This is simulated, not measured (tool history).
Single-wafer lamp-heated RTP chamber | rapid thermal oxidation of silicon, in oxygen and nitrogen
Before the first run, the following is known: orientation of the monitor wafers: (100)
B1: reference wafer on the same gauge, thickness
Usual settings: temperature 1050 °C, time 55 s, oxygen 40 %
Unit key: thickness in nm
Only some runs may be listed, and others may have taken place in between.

{"run": 1, "day": 0.0, "temperature": 1050, "time": 62, "oxygen": 20, "B1": 6.396, "thickness": 4.657}
{"run": 2, "day": 3.908, "temperature": 1050, "time": 62, "oxygen": 20, "B1": 6.386, "thickness": 4.66}
{"day": 5.792, "done": "pyrometer window cleaned and pyrometer calibrated"}
{"run": 3, "day": 6.0, "temperature": 1050, "time": 68, "oxygen": 50, "B1": 6.38, "thickness": 6.636}
{"run": 4, "day": 10.188, "temperature": 1050, "time": 68, "oxygen": 50, "B1": 6.387, "thickness": 6.647}
{"run": 5, "day": 11.788, "temperature": 1050, "time": 68, "oxygen": 50, "B1": 6.365, "thickness": 6.622}
{"run": 6, "day": 16.279, "temperature": 1050, "time": 55, "oxygen": 40, "B1": 6.375, "thickness": 5.565}
{"run": 7, "day": 17.988, "temperature": 1050, "time": 55, "oxygen": 40, "B1": 6.362, "thickness": 5.586}
{"run": 8, "day": 21.808, "temperature": 1050, "time": 65, "oxygen": 40, "B1": 6.365, "thickness": 6.023}
{"day": 22.996, "done": "pyrometer window cleaned and pyrometer calibrated"}
{"run": 9, "day": 25.721, "temperature": 1050, "time": 65, "oxygen": 40, "B1": 6.356, "thickness": 6.007}
{"run": 10, "day": 29.483, "temperature": 1050, "time": 73, "oxygen": 40, "B1": 6.35, "thickness": 6.299}
{"run": 11, "day": 31.738, "temperature": 1050, "time": 73, "oxygen": 40, "B1": 6.35, "thickness": 6.318}
{"run": 12, "day": 36.217, "temperature": 1050, "time": 55, "oxygen": 40, "B1": 6.349, "thickness": 5.566}
{"run": 13, "day": 40.6, "temperature": 1050, "time": 68, "oxygen": 50, "B1": 6.334, "thickness": 6.597}
{"day": 41.146, "done": "oxygen flow controller replaced"}
{"run": 14, "day": 43.6, "temperature": 1050, "time": 41, "oxygen": 40, "B1": 6.331, "thickness": 4.914}
{"day": 44.733, "done": "pyrometer window cleaned and pyrometer calibrated"}
{"day": 45.346, "done": "gauge calibrated"}
{"run": 15, "day": 46.588, "temperature": 1036, "time": 70, "oxygen": 29, "B1": 6.421, "thickness": 5.071}
{"run": 16, "day": 49.075, "temperature": 1050, "time": 29, "oxygen": 17, "B1": 6.418, "thickness": 3.32}
{"run": 17, "day": 50.742, "temperature": 1050, "time": 55, "oxygen": 40, "B1": 6.416, "thickness": 5.636}
{"run": 18, "day": 52.808, "temperature": 1060, "time": 30, "oxygen": 40, "B1": 6.419, "thickness": 4.655}
{"run": 19, "day": 55.588, "temperature": 1068, "time": 74, "oxygen": 69, "B1": 6.416, "thickness": 8.758}
{"run": 20, "day": 58.146, "temperature": 1050, "time": 55, "oxygen": 40, "B1": 6.414, "thickness": 5.612}

Forecast run 21:
{"run": 21, "day": 62.079, "temperature": 1028, "time": 82, "oxygen": 17, "B1": "?", "thickness": "?"}

{"run 21": {"B1": 6.402, "thickness": 4.309}}
If the tool had no hidden condition, the same run with the same run-to-run variation would have returned thickness 4.325 nm.

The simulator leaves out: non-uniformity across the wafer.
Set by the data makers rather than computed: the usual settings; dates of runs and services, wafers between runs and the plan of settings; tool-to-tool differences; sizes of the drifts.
